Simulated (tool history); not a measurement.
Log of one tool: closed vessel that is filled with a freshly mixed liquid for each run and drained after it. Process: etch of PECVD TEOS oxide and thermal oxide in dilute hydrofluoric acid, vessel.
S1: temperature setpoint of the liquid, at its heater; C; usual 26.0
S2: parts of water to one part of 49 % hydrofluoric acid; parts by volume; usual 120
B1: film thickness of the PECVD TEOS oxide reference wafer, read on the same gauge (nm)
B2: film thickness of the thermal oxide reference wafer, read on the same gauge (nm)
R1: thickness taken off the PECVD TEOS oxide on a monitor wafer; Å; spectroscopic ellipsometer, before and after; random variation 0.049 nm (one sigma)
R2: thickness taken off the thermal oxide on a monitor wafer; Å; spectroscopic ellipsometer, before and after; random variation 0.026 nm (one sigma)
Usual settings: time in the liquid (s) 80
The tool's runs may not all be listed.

{"run": 1, "hour": 0.0, "S1": 26.0, "S2": 120, "time in the liquid (s)": 80, "B1": 30.02, "B2": 39.999, "R1": 85.9, "R2": 31.86}
{"run": 2, "hour": 54.5, "S1": 26.0, "S2": 120, "time in the liquid (s)": 80, "B1": 29.97, "B2": 39.988, "R1": 86.6, "R2": 31.63}
{"run": 3, "hour": 90.5, "S1": 26.0, "S2": 120, "time in the liquid (s)": 70, "B1": 29.99, "B2": 40.004, "R1": 74.9, "R2": 27.81}
{"run": 4, "hour": 139.8, "S1": 26.0, "S2": 120, "time in the liquid (s)": 70, "B1": 30.03, "B2": 40.04, "R1": 75.3, "R2": 27.82}
{"hour": 189.0, "done": "hydrofluoric acid flow meter replaced"}
{"run": 5, "hour": 208.0, "S1": 26.0, "S2": 120, "time in the liquid (s)": 80, "B1": 29.99, "B2": 40.008, "R1": 91.0, "R2": 33.22}
{"run": 6, "hour": 275.6, "S1": 24.0, "S2": 120, "time in the liquid (s)": 120, "B1": 29.99, "B2": 40.0, "R1": 125.4, "R2": 45.99}
{"run": 7, "hour": 374.3, "S1": 26.0, "S2": 120, "time in the liquid (s)": 80, "B1": 29.99, "B2": 40.009, "R1": 88.9, "R2": 32.46}
{"run": 8, "hour": 420.4, "S1": 29.5, "S2": 80, "time in the liquid (s)": 40, "B1": 30.02, "B2": 40.02, "R1": 81.4, "R2": 29.57}
{"run": 9, "hour": 506.7, "S1": 23.0, "S2": 120, "time in the liquid (s)": 100, "B1": 30.01, "B2": 39.995, "R1": 100.0, "R2": 36.98}
{"run": 10, "hour": 589.9, "S1": 26.0, "S2": 85, "time in the liquid (s)": 80, "B1": 29.97, "B2": 39.983, "R1": 132.1, "R2": 48.92}
{"run": 11, "hour": 687.6, "S1": 26.0, "S2": 90, "time in the liquid (s)": 120, "B1": 29.99, "B2": 39.976, "R1": 185.4, "R2": 68.03}
{"run": 12, "hour": 768.6, "S1": 29.5, "S2": 140, "time in the liquid (s)": 40, "B1": 30.02, "B2": 40.008, "R1": 42.0, "R2": 15.46}
{"run": 13, "hour": 833.4, "S1": 26.0, "S2": 120, "time in the liquid (s)": 80, "B1": 29.98, "B2": 40.002, "R1": 88.2, "R2": 32.25}
{"run": 14, "hour": 920.5, "S1": 29.0, "S2": 120, "time in the liquid (s)": 80, "B1": 29.96, "B2": 40.022, "R1": 99.1, "R2": 36.13}
{"run": 15, "hour": 1010.7, "S1": 26.0, "S2": 120, "time in the liquid (s)": 105, "B1": 29.97, "B2": 39.988, "R1": 114.4, "R2": 42.03}
{"run": 16, "hour": 1205.6, "S1": 24.5, "S2": 70, "time in the liquid (s)": 60, "B1": 30.0, "B2": 40.04, "R1": 111.3, "R2": 40.85}
{"run": 17, "hour": 1254.7, "S1": 21.0, "S2": 70, "time in the liquid (s)": 60, "B1": 29.99, "B2": 40.006, "R1": 97.4, "R2": 35.6}
{"run": 18, "hour": 1293.7, "S1": 30.5, "S2": 120, "time in the liquid (s)": 95, "B1": 29.98, "B2": 39.997, "R1": 120.2, "R2": 45.02}
{"run": 19, "hour": 1331.1, "S1": 26.0, "S2": 120, "time in the liquid (s)": 80, "B1": 30.01, "B2": 39.974, "R1": 85.7, "R2": 31.67}
{"run": 20, "hour": 1379.0, "S1": 26.0, "S2": 120, "time in the liquid (s)": 60, "B1": 29.98, "B2": 39.987, "R1": 64.1, "R2": 24.17}
{"run": 21, "hour": 1451.7, "S1": 26.0, "S2": 170, "time in the liquid (s)": 55, "B1": 30.0, "B2": 40.029, "R1": 38.9, "R2": 14.25}
{"run": 22, "hour": 1519.3, "S1": 26.0, "S2": 140, "time in the liquid (s)": 55, "B1": 29.98, "B2": 40.002, "R1": 49.2, "R2": 18.28}
{"hour": 1556.6, "done": "hydrofluoric acid flow meter replaced"}
{"run": 23, "hour": 1619.4, "S1": 28.5, "S2": 145, "time in the liquid (s)": 80, "B1": 30.01, "B2": 40.009, "R1": 79.8, "R2": 29.32}
{"run": 24, "hour": 1741.2, "S1": 28.0, "S2": 120, "time in the liquid (s)": 120, "B1": 30.0, "B2": 40.016, "R1": 146.9, "R2": 54.14}
{"run": 25, "hour": 1819.8, "S1": 22.0, "S2": 60, "time in the liquid (s)": 95, "B1": 30.0, "B2": 39.995, "R1": 194.8, "R2": 71.37}

What the log doesn't show, run by run:
liquid colder than its thermometer reads (K): 0 in every run
gauge reads high (%): 0 in every run
H1: hydrofluoric acid flow below the setpoint (%)
run=1 H1=4.71
run=2 H1=4.92
run=3 H1=5.06
run=4 H1=5.25
run=5 H1=0.686
run=6 H1=0.943
run=7 H1=1.32
run=8 H1=1.49
run=9 H1=1.82
run=10 H1=2.14
run=11 H1=2.51
run=12 H1=2.82
run=13 H1=3.07
run=14 H1=3.4
run=15 H1=3.74
run=16 H1=4.48
run=17 H1=4.67
run=18 H1=4.82
run=19 H1=4.96
run=20 H1=5.14
run=21 H1=5.42
run=22 H1=5.68
run=23 H1=0.877
run=24 H1=1.34
run=25 H1=1.64

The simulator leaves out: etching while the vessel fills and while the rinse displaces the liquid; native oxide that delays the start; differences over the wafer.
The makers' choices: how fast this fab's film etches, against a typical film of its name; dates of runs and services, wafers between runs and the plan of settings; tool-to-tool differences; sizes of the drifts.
